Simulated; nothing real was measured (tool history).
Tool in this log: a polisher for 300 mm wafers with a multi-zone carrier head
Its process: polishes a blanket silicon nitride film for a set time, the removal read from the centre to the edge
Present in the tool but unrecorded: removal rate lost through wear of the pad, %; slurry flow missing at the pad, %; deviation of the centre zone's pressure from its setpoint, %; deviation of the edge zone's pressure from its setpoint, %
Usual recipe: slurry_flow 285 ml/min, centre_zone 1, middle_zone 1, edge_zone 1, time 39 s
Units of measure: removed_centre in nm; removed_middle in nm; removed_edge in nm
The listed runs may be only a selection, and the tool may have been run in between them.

run     day  slurry_flow  centre_zone  middle_zone  edge_zone  time  wafers since the last listed run  wafers polished on this pad  hours since the slurry nozzle was cleaned  hours since the centre zone pressure was calibrated  hours since the edge zone pressure was calibrated  hours since the carrier head's membrane was replaced  incoming thickness of the incoming film, nm  removed_centre  removed_middle  removed_edge
  1       0          285         0.94            1          1    39                                 0                         2170                                         17                                                406.2                                              919.6                                                  98.1                                          853              68            65.4            65
      1.321  -- centre zone pressure recalibrated
  2   1.342          285         0.94            1          1    39                               461                         2632                                       49.2                                                  0.5                                              951.8                                                 130.3                                        866.2            63.7              65          64.3
  3   2.292          285            1         0.91          1    43                               348                         2981                                         72                                                 23.3                                              974.6                                                 153.1                                        846.7            76.7            66.1          73.9
      2.538  -- edge zone pressure recalibrated
  4   3.667          285            1            1       0.93    34                               474                         3455                                        105                                                 56.3                                               27.1                                                 186.1                                        845.5            59.2            56.4          55.4
      4.317  -- worn pad replaced by a new one
  5   4.379          285            1            1       0.89    34                               200                           23                                      122.1                                                 73.4                                               44.2                                                 203.2                                        848.9            61.3            56.6          55.1
  6   5.688          285            1            1          1    39                               480                          503                                      153.5                                                104.8                                               75.6                                                 234.6                                        834.6              68            64.2          64.5
  7  10.112          320            1         1.07       0.96    39                              1624                         2128                                      259.7                                                  211                                              181.8                                                 340.8                                        850.3            68.9            67.7          62.6
  8  11.246          285         1.05         0.94          1    39                               416                         2544                                      286.9                                                238.2                                                209                                                   368                                        850.2            72.3            57.6          62.1
     11.775  -- slurry nozzle cleaned
     12.067  -- worn pad replaced by a new one
  9  12.254          215            1         0.89          1    45                               293                           69                                       11.5                                                262.4                                              233.2                                                 392.2                                        857.3            82.4            66.3          74.7
 10  13.529          285            1         0.88          1    39                               468                          537                                       42.1                                                  293                                              263.8                                                 422.8                                        859.3            74.2            59.5          67.5
 11  15.317          310            1            1          1    46                               656                         1193                                         85                                                335.9                                              306.7                                                 465.7                                        846.7              87              77          77.4
 12  16.408          285            1         0.91          1    26                               400                         1594                                      111.2                                                362.1                                              332.9                                                 491.9                                        842.1            48.3            40.2          43.9
 13  17.579          285            1            1          1    50                               429                         2024                                      139.3                                                390.2                                                361                                                   520                                        850.3            94.9            82.7          84.3
 14  18.746          285            1            1          1    39                               428                         2452                                      167.3                                                418.2                                                389                                                   548                                        859.7            71.4            64.5          64.1
     19.188  -- centre zone pressure recalibrated
 15  19.338          285            1         1.07          1    39                               186                         2639                                      181.5                                                  3.6                                              403.2                                                 562.2                                        860.9            65.1            68.4          65.8
 16  20.196          285         1.09         1.12          1    47                               315                         2954                                      202.1                                                 24.2                                              423.8                                                 582.8                                        846.7              84            84.5          76.3
     21.283  -- worn pad replaced by a new one
 17  21.371          285            1            1       0.94    30                               370                           32                                      230.3                                                 52.4                                                452                                                   611                                        835.2            50.3            48.9          47.7
 18  22.842          285          1.1            1          1    46                               540                          572                                      265.6                                                 87.7                                              487.3                                                 646.3                                          851            85.8            73.9          75.7
 19  23.846          250            1            1       0.93    30                               368                          940                                      289.7                                                111.8                                              511.4                                                 670.4                                        852.1            49.5            46.4          45.4
 20   24.65          200            1            1          1    39                               295                         1236                                        309                                                131.1                                              530.7                                                 689.7                                        842.5            59.2            56.6          59.3
 21   25.55          360         1.09         1.07          1    39                               330                         1566                                      330.6                                                152.7                                              552.3                                                 711.3                                        853.8            73.9            67.6          65.5

Table of differences, measured result less the result of that run with no hidden state. Run-to-run variation is the same in both. Gauge scatter possibly is not:
run  removed_centre  removed_middle  removed_edge
  1            +5.3            -0.5          -0.3
  2            +0.1            -0.8          -0.5
  3            +0.8              -1          -0.8
  4            +1.2            -1.2          -0.9
  5            +1.4            -1.5          -1.1
  6            +1.9            -2.1          -1.5
  7              +2            -3.7          -2.5
  8            +1.1            -4.2          -3.3
  9              +7            -0.4          -0.3
 10            +6.3            -0.5          -0.4
 11            +7.2            -1.2          -0.8
 12            +3.8            -0.9          -0.7
 13              +7            -2.3          -1.7
 14            +4.9            -2.2          -1.7
 15            -2.1            -2.5          -1.9
 16            -2.1            -3.6          -2.4
 17            -0.9            -2.5          -1.8
 18            -1.3            -4.5          -3.5
 19            -1.4            -3.8          -2.8
 20            -3.6            -6.7          -4.9
 21            -0.2            -4.7          -3.4
